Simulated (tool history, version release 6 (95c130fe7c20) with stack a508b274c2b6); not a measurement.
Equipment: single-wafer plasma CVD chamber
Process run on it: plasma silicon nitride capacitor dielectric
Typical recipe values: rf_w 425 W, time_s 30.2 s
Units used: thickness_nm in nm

run     day  rf_w  time_s  wafers since the last listed run  hours since the last RF generator calibration  hours since the showerhead was replaced  hours since the gauge calibration  read-back reference wafer on the same gauge, thickness_nm  thickness_nm
  1       0   425    30.2                                 0                                          343.2                                   1884.2                              242.7                                                     49.196        43.307
  2   1.533   425    30.2                               919                                            380                                     1921                              279.5                                                     49.263        43.291
  3   3.175   360    34.4                               984                                          419.4                                   1960.4                              318.9                                                     49.251        46.408
  4   8.079   360    34.4                              2940                                          537.1                                   2078.1                              436.6                                                     49.107        46.444
  5   9.658   360    34.4                               946                                            575                                     2116                              474.5                                                     49.211          45.8
  6   12.45   385    27.1                              1674                                            642                                     2183                              541.5                                                     49.203        37.142
  7      14   385    27.1                               929                                          679.2                                   2220.2                              578.7                                                      49.26        37.257
  8  21.904   425    30.2                              4739                                          868.9                                   2409.9                              768.4                                                     49.273        42.294
  9  24.408   425    30.2                              1501                                            929                                     2470                              828.5                                                     49.152        42.731
 10    27.3   380    30.2                              1734                                          998.4                                   2539.4                              897.9                                                      49.17        41.163
 11  28.929   380    30.2                               976                                         1037.5                                   2578.5                                937                                                     49.114        40.896
 12  31.821   425    30.2                              1734                                         1106.9                                   2647.9                             1006.4                                                     49.191         42.68
 13  34.171   510    27.9                              1409                                         1163.3                                   2704.3                             1062.8                                                     49.212        42.391
 14  35.362   425    30.2                               714                                         1191.9                                   2732.9                             1091.4                                                     49.123        42.523
     37.367  -- showerhead replaced
 15  37.388   425    30.2                              1014                                         1240.5                                      0.5                               1140                                                     49.337        42.775
     41.092  -- RF generator calibrated
     42.433  -- gauge calibrated
 16  42.858   400    25.2                              3080                                           42.4                                    131.8                               10.2                                                     49.233        35.663
 17    44.4   450    33.8                               924                                           79.4                                    168.8                               47.2                                                     49.295        50.028
 18  46.154   385    30.2                              1051                                          121.5                                    210.9                               89.3                                                     49.187        42.294
 19  49.033   365    28.1                              1726                                          190.6                                      280                              158.4                                                     49.218        37.951
 20  54.879   425    30.2                              3505                                          330.9                                    420.3                              298.7                                                     49.145        43.517
 21  56.554   505    26.7                              1004                                          371.1                                    460.5                              338.9                                                      49.13        40.754
 22  58.958   480    30.2                              1441                                          428.8                                    518.2                              396.6                                                     49.054        45.296

4 ways to go on from here, each from the tool as it stands after run 22. What would each give?
  A  58.975   425    30.2                                 9                                          429.2                                    518.6                                397                                                          ?             ?
  B  58.975   510    30.2                                 9                                          429.2                                    518.6                                397                                                          ?             ?
  C  58.975   510    26.7                                 9                                          429.2                                    518.6                                397                                                          ?             ?
  D  58.975   380    36.2                                 9                                          429.2                                    518.6                                397                                                          ?             ?

run  read-back reference wafer on the same gauge, thickness_nm  thickness_nm
  A                                                     49.126        42.877
  B                                                     49.126        45.693
  C                                                     49.126        40.397
  D                                                     49.126        49.378
With the hidden condition removed and each run's random variation left untouched, the same runs would have given:
run  thickness_nm
  A        43.707
  B        46.577
  C        41.179
  D        50.333

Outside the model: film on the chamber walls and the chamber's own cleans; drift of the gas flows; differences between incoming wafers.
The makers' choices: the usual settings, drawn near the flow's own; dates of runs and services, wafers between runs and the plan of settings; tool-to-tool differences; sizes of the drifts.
